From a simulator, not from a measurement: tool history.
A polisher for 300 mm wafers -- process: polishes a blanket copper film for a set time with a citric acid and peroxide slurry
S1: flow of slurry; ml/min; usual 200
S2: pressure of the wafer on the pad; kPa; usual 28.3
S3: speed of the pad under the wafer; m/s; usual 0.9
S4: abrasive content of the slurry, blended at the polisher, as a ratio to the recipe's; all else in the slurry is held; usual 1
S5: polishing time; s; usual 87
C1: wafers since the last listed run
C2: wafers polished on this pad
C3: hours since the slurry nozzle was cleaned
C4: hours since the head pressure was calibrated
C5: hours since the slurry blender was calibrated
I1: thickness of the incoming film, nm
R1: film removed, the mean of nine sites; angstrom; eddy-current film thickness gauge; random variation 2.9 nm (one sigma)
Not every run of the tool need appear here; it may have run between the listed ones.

{"run": 1, "day": 0.0, "S1": 200, "S2": 28.3, "S3": 0.9, "S4": 1, "S5": 87, "C1": 0, "C2": 230, "C3": 415.1, "C4": 261.6, "C5": 135.4, "I1": 658, "R1": 2688}
{"run": 2, "day": 1.454, "S1": 200, "S2": 28.3, "S3": 0.9, "S4": 1, "S5": 87, "C1": 336, "C2": 567, "C3": 450, "C4": 296.5, "C5": 170.3, "I1": 661.7, "R1": 2599}
{"run": 3, "day": 2.042, "S1": 200, "S2": 28.3, "S3": 0.9, "S4": 1, "S5": 87, "C1": 135, "C2": 703, "C3": 464.1, "C4": 310.6, "C5": 184.4, "I1": 668.4, "R1": 2571}
{"run": 4, "day": 2.792, "S1": 200, "S2": 28.3, "S3": 0.9, "S4": 0.85, "S5": 87, "C1": 173, "C2": 876, "C3": 482.1, "C4": 328.6, "C5": 202.4, "I1": 678.5, "R1": 2523}
{"run": 5, "day": 3.958, "S1": 200, "S2": 28.3, "S3": 0.9, "S4": 0.85, "S5": 87, "C1": 269, "C2": 1146, "C3": 510.1, "C4": 356.6, "C5": 230.4, "I1": 671.8, "R1": 2473}
{"day": 4.446, "done": "worn pad replaced by a new one"}
{"run": 6, "day": 4.596, "S1": 200, "S2": 28.3, "S3": 0.9, "S4": 0.85, "S5": 87, "C1": 108, "C2": 35, "C3": 525.4, "C4": 371.9, "C5": 245.7, "I1": 682.5, "R1": 2545}
{"day": 5.262, "done": "slurry blender recalibrated"}
{"run": 7, "day": 5.404, "S1": 200, "S2": 28.3, "S3": 0.9, "S4": 1, "S5": 87, "C1": 167, "C2": 202, "C3": 544.8, "C4": 391.3, "C5": 3.4, "I1": 659.8, "R1": 2652}
{"run": 8, "day": 6.567, "S1": 200, "S2": 28.3, "S3": 0.9, "S4": 1, "S5": 87, "C1": 268, "C2": 471, "C3": 572.7, "C4": 419.2, "C5": 31.3, "I1": 673.5, "R1": 2658}
{"run": 9, "day": 8.017, "S1": 200, "S2": 28.3, "S3": 0.9, "S4": 1, "S5": 87, "C1": 335, "C2": 807, "C3": 607.5, "C4": 454, "C5": 66.1, "I1": 673.4, "R1": 2638}
{"run": 10, "day": 9.158, "S1": 200, "S2": 28.3, "S3": 0.9, "S4": 1, "S5": 87, "C1": 264, "C2": 1071, "C3": 634.9, "C4": 481.4, "C5": 93.5, "I1": 665.1, "R1": 2602}
{"day": 10.025, "done": "worn pad replaced by a new one"}
{"run": 11, "day": 10.446, "S1": 200, "S2": 28.3, "S3": 0.9, "S4": 1, "S5": 87, "C1": 259, "C2": 97, "C3": 665.8, "C4": 512.3, "C5": 124.4, "I1": 668.2, "R1": 2634}
{"day": 11.008, "done": "slurry nozzle cleaned"}
{"run": 12, "day": 11.321, "S1": 200, "S2": 20, "S3": 0.68, "S4": 1, "S5": 87, "C1": 192, "C2": 290, "C3": 7.5, "C4": 533.3, "C5": 145.4, "I1": 659.9, "R1": 1582}
{"run": 13, "day": 12.738, "S1": 200, "S2": 22.8, "S3": 0.9, "S4": 0.8, "S5": 114, "C1": 327, "C2": 618, "C3": 41.5, "C4": 567.3, "C5": 179.4, "I1": 675, "R1": 2753}
{"day": 12.85, "done": "head pressure recalibrated"}
{"run": 14, "day": 13.362, "S1": 155, "S2": 28.3, "S3": 0.9, "S4": 1, "S5": 87, "C1": 125, "C2": 743, "C3": 56.5, "C4": 12.3, "C5": 194.4, "I1": 671.8, "R1": 2513}
{"run": 15, "day": 14.296, "S1": 200, "S2": 22.8, "S3": 0.9, "S4": 1, "S5": 87, "C1": 215, "C2": 959, "C3": 78.9, "C4": 34.7, "C5": 216.8, "I1": 661, "R1": 2131}
{"day": 15.167, "done": "worn pad replaced by a new one"}
{"day": 15.238, "done": "slurry blender recalibrated"}
{"run": 16, "day": 15.458, "S1": 200, "S2": 28.3, "S3": 0.9, "S4": 1, "S5": 87, "C1": 214, "C2": 51, "C3": 106.8, "C4": 62.6, "C5": 5.3, "I1": 665.7, "R1": 2665}
{"run": 17, "day": 16.283, "S1": 200, "S2": 28.3, "S3": 0.9, "S4": 0.85, "S5": 87, "C1": 190, "C2": 241, "C3": 126.6, "C4": 82.4, "C5": 25.1, "I1": 670.1, "R1": 2644}
{"run": 18, "day": 17.092, "S1": 165, "S2": 28.3, "S3": 0.8, "S4": 0.7, "S5": 87, "C1": 186, "C2": 428, "C3": 146, "C4": 101.8, "C5": 44.5, "I1": 675.7, "R1": 2203}
{"run": 19, "day": 18.133, "S1": 175, "S2": 33.1, "S3": 0.9, "S4": 1, "S5": 72, "C1": 240, "C2": 669, "C3": 171, "C4": 126.8, "C5": 69.5, "I1": 671.8, "R1": 2439}
{"run": 20, "day": 18.962, "S1": 200, "S2": 28.3, "S3": 0.9, "S4": 1, "S5": 87, "C1": 191, "C2": 861, "C3": 190.9, "C4": 146.7, "C5": 89.4, "I1": 667.6, "R1": 2688}
{"day": 19.592, "done": "worn pad replaced by a new one"}
{"run": 21, "day": 19.75, "S1": 180, "S2": 28.3, "S3": 0.9, "S4": 0.75, "S5": 87, "C1": 143, "C2": 36, "C3": 209.8, "C4": 165.6, "C5": 108.3, "I1": 671, "R1": 2517}

3 options for the next run, each taken on its own from the tool as it stands now. Forecast them:
{"run": "A", "day": 19.767, "S1": 200, "S2": 28.3, "S3": 0.9, "S4": 1, "S5": 113, "C1": 3, "C2": 40, "C3": 210.2, "C4": 166, "C5": 108.7, "I1": 656.9, "R1": "?"}
{"run": "B", "day": 19.767, "S1": 200, "S2": 24.1, "S3": 0.9, "S4": 1, "S5": 87, "C1": 3, "C2": 40, "C3": 210.2, "C4": 166, "C5": 108.7, "I1": 656.9, "R1": "?"}
{"run": "C", "day": 19.767, "S1": 200, "S2": 25.5, "S3": 0.9, "S4": 1.15, "S5": 109, "C1": 3, "C2": 40, "C3": 210.2, "C4": 166, "C5": 108.7, "I1": 656.9, "R1": "?"}

run=A R1=3443
run=B R1=2329
run=C R1=3127
Had the tool no hidden state, the same runs would have come out as:
run=A R1=3484
run=B R1=2357
run=C R1=3165

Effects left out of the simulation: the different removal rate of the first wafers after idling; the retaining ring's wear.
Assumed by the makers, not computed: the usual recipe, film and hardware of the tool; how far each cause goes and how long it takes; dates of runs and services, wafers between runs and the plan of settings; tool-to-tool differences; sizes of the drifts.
